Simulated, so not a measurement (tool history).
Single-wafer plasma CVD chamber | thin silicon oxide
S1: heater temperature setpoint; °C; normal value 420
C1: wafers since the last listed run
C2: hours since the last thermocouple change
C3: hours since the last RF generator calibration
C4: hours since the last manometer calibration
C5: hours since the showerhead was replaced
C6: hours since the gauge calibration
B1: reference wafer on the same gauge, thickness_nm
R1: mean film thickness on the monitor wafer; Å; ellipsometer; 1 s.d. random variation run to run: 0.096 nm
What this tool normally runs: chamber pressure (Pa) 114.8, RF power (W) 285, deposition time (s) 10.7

Run 1, day 0.000: usual settings; C1 0; C2 1504.1; C3 0.5; C4 1769.9; C5 6192.3; C6 507.2; B1 19.507. Result: R1 214.50 Å.
Run 2, day 3.000: usual settings; C1 1809; C2 1576.1; C3 72.5; C4 1841.9; C5 6264.3; C6 579.2; B1 19.488. Result: R1 214.43 Å.
Run 3, day 5.717: usual settings; C1 1638; C2 1641.3; C3 137.7; C4 1907.1; C5 6329.5; C6 644.4; B1 19.497. Result: R1 213.90 Å.
Run 4, day 10.158: usual settings but S1 430 °C; C1 2679; C2 1747.9; C3 244.3; C4 2013.7; C5 6436.1; C6 751.0; B1 19.494. Result: R1 210.94 Å.
At day 11.329: capacitance manometer re-zeroed and calibrated.
Run 5, day 13.500: usual settings but S1 430 °C; C1 1814; C2 1828.1; C3 324.5; C4 52.1; C5 6516.3; C6 831.2; B1 19.476. Result: R1 211.54 Å.
Run 6, day 17.179: usual settings but S1 430 °C; C1 2219; C2 1916.4; C3 412.8; C4 140.4; C5 6604.6; C6 919.5; B1 19.499. Result: R1 209.98 Å.
At day 18.058: thermocouple changed; heater temperature recalibrated.
Run 7, day 19.746: usual settings; C1 1347; C2 40.5; C3 474.4; C4 202.0; C5 6666.2; C6 981.1; B1 19.498. Result: R1 210.56 Å.
Run 8, day 23.392: usual settings but chamber pressure (Pa) 132.8, RF power (W) 310, deposition time (s) 12.7; C1 2199; C2 128.0; C3 561.9; C4 289.5; C5 6753.7; C6 1068.6; B1 19.502. Result: R1 295.42 Å.
Run 9, day 25.650: usual settings but chamber pressure (Pa) 106.1, deposition time (s) 8.9; C1 1362; C2 182.2; C3 616.1; C4 343.7; C5 6807.9; C6 1122.8; B1 19.498. Result: R1 160.72 Å.
Run 10, day 29.079: usual settings but RF power (W) 260; C1 2068; C2 264.5; C3 698.4; C4 426.0; C5 6890.2; C6 1205.1; B1 19.497. Result: R1 200.27 Å.
Run 11, day 32.025: usual settings but deposition time (s) 12.4; C1 1776; C2 335.2; C3 769.1; C4 496.7; C5 6960.9; C6 1275.8; B1 19.491. Result: R1 241.43 Å.
Run 12, day 34.688: usual settings but S1 409 °C, chamber pressure (Pa) 102.1, RF power (W) 260, deposition time (s) 12.3; C1 1605; C2 399.1; C3 833.0; C4 560.6; C5 7024.8; C6 1339.7; B1 19.485. Result: R1 204.27 Å.
At day 38.217: showerhead replaced, of another model than before.
Run 13, day 39.142: usual settings but RF power (W) 250, deposition time (s) 9.3; C1 2485; C2 506.0; C3 939.9; C4 667.5; C5 22.2; C6 1446.6; B1 19.514. Result: R1 174.78 Å.
Run 14, day 43.471: usual settings but chamber pressure (Pa) 132.9, deposition time (s) 12.3; C1 2611; C2 609.9; C3 1043.8; C4 771.4; C5 126.1; C6 1550.5; B1 19.496. Result: R1 266.18 Å.
Run 15, day 47.225: usual settings but RF power (W) 250, deposition time (s) 8.7; C1 2264; C2 700.0; C3 1133.9; C4 861.5; C5 216.2; C6 1640.6; B1 19.494. Result: R1 163.10 Å.
Run 16, day 50.983: usual settings but S1 424 °C, chamber pressure (Pa) 90.5, RF power (W) 330, deposition time (s) 12.7; C1 2266; C2 790.2; C3 1224.1; C4 951.7; C5 306.4; C6 1730.8; B1 19.504. Result: R1 219.48 Å.
Run 17, day 52.817: usual settings but S1 409 °C, chamber pressure (Pa) 131.5, RF power (W) 245, deposition time (s) 8.8; C1 1105; C2 834.2; C3 1268.1; C4 995.7; C5 350.4; C6 1774.8; B1 19.536. Result: R1 181.04 Å.
At day 53.946: gauge calibrated.
Run 18, day 56.546: usual settings; C1 2249; C2 923.7; C3 1357.6; C4 1085.2; C5 439.9; C6 62.4; B1 19.494. Result: R1 208.84 Å.
Run 19, day 60.446: usual settings but S1 424 °C, chamber pressure (Pa) 92.0, RF power (W) 320, deposition time (s) 8.8; C1 2352; C2 1017.3; C3 1451.2; C4 1178.8; C5 533.5; C6 156.0; B1 19.520. Result: R1 152.50 Å.
Run 20, day 63.554: usual settings; C1 1874; C2 1091.9; C3 1525.8; C4 1253.4; C5 608.1; C6 230.6; B1 19.488. Result: R1 210.56 Å.
Run 21, day 67.346: usual settings; C1 2286; C2 1182.9; C3 1616.8; C4 1344.4; C5 699.1; C6 321.6; B1 19.497. Result: R1 209.61 Å.
Run 22, day 69.592: usual settings but S1 409 °C, chamber pressure (Pa) 102.1, RF power (W) 260, deposition time (s) 12.3; C1 1354; C2 1236.8; C3 1670.7; C4 1398.3; C5 753.0; C6 375.5; B1 19.552. Result: R1 216.14 Å.
Run 23, day 72.946: usual settings but S1 410 °C, chamber pressure (Pa) 134.7, deposition time (s) 8.9; C1 2023; C2 1317.3; C3 1751.2; C4 1478.8; C5 833.5; C6 456.0; B1 19.539. Result: R1 196.01 Å.
Run 24, day 75.092: usual settings but RF power (W) 250, deposition time (s) 8.7; C1 1294; C2 1368.8; C3 1802.7; C4 1530.3; C5 885.0; C6 507.5; B1 19.524. Result: R1 163.33 Å.
Run 25, day 77.788: usual settings; C1 1626; C2 1433.5; C3 1867.4; C4 1595.0; C5 949.7; C6 572.2; B1 19.523. Result: R1 209.69 Å.
At day 80.667: RF generator calibrated.
Run 26, day 80.688: usual settings but chamber pressure (Pa) 136.1, RF power (W) 300; C1 1548; C2 1503.1; C3 0.5; C4 1664.6; C5 1019.3; C6 641.8; B1 19.492. Result: R1 245.73 Å.
Run 27, day 84.729: usual settings but RF power (W) 255, deposition time (s) 12.3; C1 2437; C2 1600.1; C3 97.5; C4 1761.6; C5 1116.3; C6 738.8; B1 19.512. Result: R1 238.15 Å.

Each row is a separate what-if for the run after 27, all from the same tool condition, not one after another. Results?
Run A, day 84.746: usual settings; C1 10; C2 1600.5; C3 97.9; C4 1762.0; C5 1116.7; C6 739.2; B1 ?. Result: R1 ?.
Run B, day 84.746: usual settings but chamber pressure (Pa) 94.1, RF power (W) 305, deposition time (s) 12.1; C1 10; C2 1600.5; C3 97.9; C4 1762.0; C5 1116.7; C6 739.2; B1 ?. Result: R1 ?.
Run C, day 84.746: usual settings but S1 431 °C, chamber pressure (Pa) 125.5, deposition time (s) 12.8; C1 10; C2 1600.5; C3 97.9; C4 1762.0; C5 1116.7; C6 739.2; B1 ?. Result: R1 ?.
Run D, day 84.746: usual settings but chamber pressure (Pa) 128.1, deposition time (s) 9.0; C1 10; C2 1600.5; C3 97.9; C4 1762.0; C5 1116.7; C6 739.2; B1 ?. Result: R1 ?.
Run E, day 84.746: usual settings but chamber pressure (Pa) 128.9; C1 10; C2 1600.5; C3 97.9; C4 1762.0; C5 1116.7; C6 739.2; B1 ?. Result: R1 ?.

run      B1      R1
  A  19.480  213.21
  B  19.480  214.11
  C  19.480  268.83
  D  19.480  193.19
  E  19.480  230.55
Without the tool's hidden state the same runs would have given:
run      R1
  A  214.53
  B  215.44
  C  270.49
  D  194.39
  E  231.98
